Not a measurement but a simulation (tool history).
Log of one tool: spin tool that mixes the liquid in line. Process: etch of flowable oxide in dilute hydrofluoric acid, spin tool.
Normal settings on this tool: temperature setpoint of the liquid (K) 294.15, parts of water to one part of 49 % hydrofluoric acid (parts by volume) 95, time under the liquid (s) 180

| run | hour | temperature setpoint of the liquid (K) | parts of water to one part of 49 % hydrofluoric acid (parts by volume) | time under the liquid (s) | wafers since the last listed run | hours since the thermometer was replaced | hours since the hydrofluoric acid flow meter was replaced | hours since the gauge calibration | read-back film thickness of the flowable oxide reference wafer, read on the same gauge (nm) | thickness taken off the flowable oxide on a monitor wafer (Å) |
|---|---|---|---|---|---|---|---|---|---|---|
| 1 | 0 | 292.15 | 95 | 180 | 0 | 1598.6 | 2124.5 | 116.7 | 39.98 | 446.3 |
| 2 | 21.9 | 292.15 | 95 | 180 | 142 | 1620.5 | 2146.4 | 138.6 | 39.96 | 448 |
| 3 | 67 | 292.15 | 95 | 180 | 293 | 1665.6 | 2191.5 | 183.7 | 40.02 | 449 |
| 4 | 78.5 | 290.15 | 95 | 180 | 74 | 1677.1 | 2203 | 195.2 | 39.98 | 414.8 |
| 5 | 90.6 | 294.15 | 95 | 135 | 78 | 1689.2 | 2215.1 | 207.3 | 39.95 | 365.8 |
| 6 | 103.8 | 294.15 | 95 | 135 | 86 | 1702.4 | 2228.3 | 220.5 | 39.99 | 368.8 |
| 7 | 111.5 | 294.15 | 95 | 180 | 50 | 1710.1 | 2236 | 228.2 | 39.97 | 488.8 |
| 8 | 125.7 | 294.15 | 95 | 180 | 92 | 1724.3 | 2250.2 | 242.4 | 40.01 | 485.7 |
| 9 | 142.3 | 294.15 | 95 | 180 | 108 | 1740.9 | 2266.8 | 259 | 40.02 | 490.7 |
| 10 | 189.6 | 294.15 | 95 | 180 | 308 | 1788.2 | 2314.1 | 306.3 | 40.01 | 489.6 |
| 11 | 201.8 | 294.15 | 95 | 180 | 79 | 1800.4 | 2326.3 | 318.5 | 39.96 | 487.6 |
|  | 207.8 | thermometer replaced |
| 12 | 210.1 | 294.15 | 95 | 180 | 47 | 2.3 | 2334.6 | 326.8 | 40.02 | 484.9 |
|  | 213.1 | gauge calibrated |
|  | 243.7 | hydrofluoric acid flow meter replaced |
| 13 | 264.1 | 294.15 | 95 | 180 | 345 | 56.3 | 20.4 | 51 | 40.02 | 485.8 |
| 14 | 278.6 | 294.15 | 95 | 180 | 94 | 70.8 | 34.9 | 65.5 | 39.96 | 489.1 |
| 15 | 289.1 | 294.15 | 95 | 180 | 68 | 81.3 | 45.4 | 76 | 39.99 | 485.7 |
| 16 | 305.8 | 296.65 | 95 | 95 | 108 | 98 | 62.1 | 92.7 | 40 | 285.2 |
| 17 | 318.7 | 294.15 | 135 | 180 | 84 | 110.9 | 75 | 105.6 | 40 | 329.7 |
| 18 | 327.6 | 294.15 | 95 | 125 | 57 | 119.8 | 83.9 | 114.5 | 39.99 | 337.5 |
| 19 | 369.8 | 294.15 | 95 | 140 | 275 | 162 | 126.1 | 156.7 | 40.01 | 375.9 |
| 20 | 379.4 | 298.65 | 80 | 250 | 62 | 171.6 | 135.7 | 166.3 | 40 | 986.3 |
| 21 | 386.4 | 294.15 | 65 | 180 | 45 | 178.6 | 142.7 | 173.3 | 39.97 | 739.3 |
| 22 | 402.5 | 294.15 | 95 | 230 | 104 | 194.7 | 158.8 | 189.4 | 40.03 | 624.7 |
| 23 | 420.5 | 294.15 | 95 | 180 | 117 | 212.7 | 176.8 | 207.4 | 40.01 | 488.1 |
| 24 | 431.4 | 294.15 | 95 | 180 | 71 | 223.6 | 187.7 | 218.3 | 40.02 | 487.8 |
| 25 | 440.2 | 292.65 | 75 | 180 | 57 | 232.4 | 196.5 | 227.1 | 40.02 | 597.1 |
| 26 | 451 | 294.15 | 95 | 180 | 70 | 243.2 | 207.3 | 237.9 | 39.97 | 485 |
| 27 | 461.8 | 294.15 | 95 | 180 | 70 | 254 | 218.1 | 248.7 | 39.99 | 490 |
| 28 | 470 | 290.15 | 135 | 110 | 53 | 262.2 | 226.3 | 256.9 | 39.99 | 170 |
| 29 | 482 | 299.15 | 110 | 95 | 78 | 274.2 | 238.3 | 268.9 | 40 | 267.4 |
| 30 | 494.5 | 294.15 | 80 | 110 | 81 | 286.7 | 250.8 | 281.4 | 40 | 362.4 |
| 31 | 501.4 | 297.15 | 95 | 180 | 44 | 293.6 | 257.7 | 288.3 | 40 | 553.3 |
| 32 | 516.2 | 296.15 | 65 | 135 | 96 | 308.4 | 272.5 | 303.1 | 39.96 | 601.6 |
| 33 | 526.6 | 294.15 | 135 | 235 | 67 | 318.8 | 282.9 | 313.5 | 40 | 431 |

Hidden condition of the tool, last listed run before each entry between runs versus first listed run after:
Run 11 -> run 12: thermometer replaced (hour 207.8)
  both runs share identical hidden conditions
Run 12 -> run 13: gauge calibrated (hour 213.1); hydrofluoric acid flow meter replaced (hour 243.7)
  both runs share identical hidden conditions
